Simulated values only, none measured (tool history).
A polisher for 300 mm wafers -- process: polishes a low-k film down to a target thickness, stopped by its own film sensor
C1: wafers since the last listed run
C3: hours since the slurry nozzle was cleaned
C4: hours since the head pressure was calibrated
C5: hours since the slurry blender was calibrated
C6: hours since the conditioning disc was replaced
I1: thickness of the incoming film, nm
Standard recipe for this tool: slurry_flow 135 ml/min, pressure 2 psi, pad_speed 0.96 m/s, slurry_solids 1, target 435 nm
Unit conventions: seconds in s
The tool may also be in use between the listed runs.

Run 1, hour 0: usual settings; C1 0; wafers polished on this pad 1610; C3 530.3; C4 177.7; C5 257.6; C6 179.1; I1 482.7. Result: seconds 126.3 s.
At hour 3.3: slurry blender recalibrated.
Run 2, hour 25.2: usual settings but slurry_flow 150 ml/min; C1 212; wafers polished on this pad 1822; C3 555.5; C4 202.9; C5 21.9; C6 204.3; I1 488.6. Result: seconds 143.5 s.
Run 3, hour 48: usual settings but slurry_flow 110 ml/min, pressure 1.8 psi, pad_speed 0.7 m/s, slurry_solids 1.1; C1 208; wafers polished on this pad 2031; C3 578.3; C4 225.7; C5 44.7; C6 227.1; I1 478.8. Result: seconds 159.1 s.
At hour 49.8: slurry nozzle cleaned.
Run 4, hour 65.9: usual settings but pressure 2.5 psi, pad_speed 0.66 m/s; C1 154; wafers polished on this pad 2186; C3 16.1; C4 243.6; C5 62.6; C6 245; I1 480.6. Result: seconds 121.7 s.
At hour 97.5: worn pad replaced by a new one.
Run 5, hour 100.2: usual settings; C1 277; wafers polished on this pad 24; C3 50.4; C4 277.9; C5 96.9; C6 279.3; I1 474.3. Result: seconds 107 s.
Run 6, hour 121.2: usual settings but pad_speed 0.66 m/s, slurry_solids 0.7; C1 192; wafers polished on this pad 216; C3 71.4; C4 298.9; C5 117.9; C6 300.3; I1 474.7. Result: seconds 159 s.
Run 7, hour 146.9: usual settings; C1 235; wafers polished on this pad 452; C3 97.1; C4 324.6; C5 143.6; C6 326; I1 479. Result: seconds 126.5 s.
Run 8, hour 173.9: usual settings but slurry_flow 110 ml/min; C1 247; wafers polished on this pad 699; C3 124.1; C4 351.6; C5 170.6; C6 353; I1 480.3. Result: seconds 127.7 s.
Run 9, hour 192.9: usual settings but pad_speed 0.84 m/s, target 445 nm; C1 173; wafers polished on this pad 873; C3 143.1; C4 370.6; C5 189.6; C6 372; I1 472.2. Result: seconds 82 s.
Run 10, hour 207.5: usual settings but pad_speed 1.08 m/s, target 420 nm; C1 133; wafers polished on this pad 1006; C3 157.7; C4 385.2; C5 204.2; C6 386.6; I1 481.4. Result: seconds 160.1 s.
At hour 221: slurry blender recalibrated.
Run 11, hour 231.3: usual settings but pressure 2.3 psi; C1 199; wafers polished on this pad 1206; C3 181.5; C4 409; C5 10.3; C6 410.4; I1 486.7. Result: seconds 124.2 s.
At hour 277.5: conditioning disc replaced and pad reconditioned.
Run 12, hour 309: usual settings but pressure 2.4 psi, pad_speed 1.22 m/s; C1 692; wafers polished on this pad 1899; C3 259.2; C4 486.7; C5 88; C6 31.5; I1 478.7. Result: seconds 91.1 s.
Run 13, hour 337.7: usual settings but slurry_flow 95 ml/min, pressure 2.6 psi, pad_speed 0.62 m/s, target 426 nm; C1 262; wafers polished on this pad 2161; C3 287.9; C4 515.4; C5 116.7; C6 60.2; I1 483.4. Result: seconds 167.5 s.
Run 14, hour 352.2: usual settings but pressure 2.4 psi, pad_speed 0.74 m/s, slurry_solids 0.7, target 430 nm; C1 132; wafers polished on this pad 2294; C3 302.4; C4 529.9; C5 131.2; C6 74.7; I1 485.6. Result: seconds 177.3 s.
At hour 356.3: worn pad replaced by a new one.
Run 15, hour 386.4: usual settings but slurry_flow 105 ml/min, target 426 nm; C1 276; wafers polished on this pad 275; C3 336.6; C4 564.1; C5 165.4; C6 108.9; I1 478.7. Result: seconds 158.6 s.
Run 16, hour 421.6: usual settings but pressure 1.7 psi; C1 322; wafers polished on this pad 597; C3 371.8; C4 599.3; C5 200.6; C6 144.1; I1 474.9. Result: seconds 136.1 s.
Run 17, hour 456.8: usual settings; C1 322; wafers polished on this pad 919; C3 407; C4 634.5; C5 235.8; C6 179.3; I1 477.1. Result: seconds 122.6 s.
Run 18, hour 491.8: usual settings but pressure 1.8 psi, target 445 nm; C1 320; wafers polished on this pad 1240; C3 442; C4 669.5; C5 270.8; C6 214.3; I1 474.8. Result: seconds 95.8 s.
At hour 498.8: slurry blender recalibrated.
At hour 519.1: head pressure recalibrated.
Run 19, hour 523.5: usual settings but pressure 2.4 psi, target 449 nm; C1 253; wafers polished on this pad 1493; C3 473.7; C4 4.4; C5 24.7; C6 246; I1 476.3. Result: seconds 55.2 s.
Run 20, hour 538.4: usual settings; C1 136; wafers polished on this pad 1630; C3 488.6; C4 19.3; C5 39.6; C6 260.9; I1 481.3. Result: seconds 116.2 s.
Run 21, hour 569.4: usual settings but pad_speed 0.86 m/s, slurry_solids 0.8; C1 283; wafers polished on this pad 1913; C3 519.6; C4 50.3; C5 70.6; C6 291.9; I1 480.4. Result: seconds 134 s.
Run 22, hour 595.2: usual settings but pad_speed 0.68 m/s; C1 236; wafers polished on this pad 2149; C3 545.4; C4 76.1; C5 96.4; C6 317.7; I1 484.6. Result: seconds 152.1 s.
Run 23, hour 619.4: usual settings; C1 221; wafers polished on this pad 2371; C3 569.6; C4 100.3; C5 120.6; C6 341.9; I1 489.9. Result: seconds 142.9 s.
At hour 640.4: worn pad replaced by a new one.
Run 24, hour 644.6: usual settings but pressure 1.5 psi, pad_speed 1.18 m/s; C1 194; wafers polished on this pad 38; C3 594.8; C4 125.5; C5 145.8; C6 367.1; I1 475.1. Result: seconds 122.3 s.
Run 25, hour 676.4: usual settings but pressure 2.5 psi, pad_speed 0.68 m/s; C1 291; wafers polished on this pad 329; C3 626.6; C4 157.3; C5 177.6; C6 398.9; I1 478.4. Result: seconds 111.8 s.

Consider 4 possible next runs. They are alternatives, not a sequence: every one starts from the tool as it was left by run 25. What does each give?
Run A, hour 676.9: usual settings; C1 4; wafers polished on this pad 334; C3 627.1; C4 157.8; C5 178.1; C6 399.4; I1 481. Result: seconds ?.
Run B, hour 676.9: usual settings but slurry_flow 90 ml/min, pad_speed 1.3 m/s, slurry_solids 1.15, target 450 nm; C1 4; wafers polished on this pad 334; C3 627.1; C4 157.8; C5 178.1; C6 399.4; I1 481. Result: seconds ?.
Run C, hour 676.9: usual settings but pad_speed 1.22 m/s; C1 4; wafers polished on this pad 334; C3 627.1; C4 157.8; C5 178.1; C6 399.4; I1 481. Result: seconds ?.
Run D, hour 676.9: usual settings but slurry_flow 155 ml/min, pressure 2.3 psi, target 421 nm; C1 4; wafers polished on this pad 334; C3 627.1; C4 157.8; C5 178.1; C6 399.4; I1 481. Result: seconds ?.

run  seconds
  A    122.4
  B     69.9
  C    105.4
  D    135.8
Without the tool's hidden state the same runs would have given:
run  seconds
  A    115.7
  B     66.1
  C     99.7
  D    128.4

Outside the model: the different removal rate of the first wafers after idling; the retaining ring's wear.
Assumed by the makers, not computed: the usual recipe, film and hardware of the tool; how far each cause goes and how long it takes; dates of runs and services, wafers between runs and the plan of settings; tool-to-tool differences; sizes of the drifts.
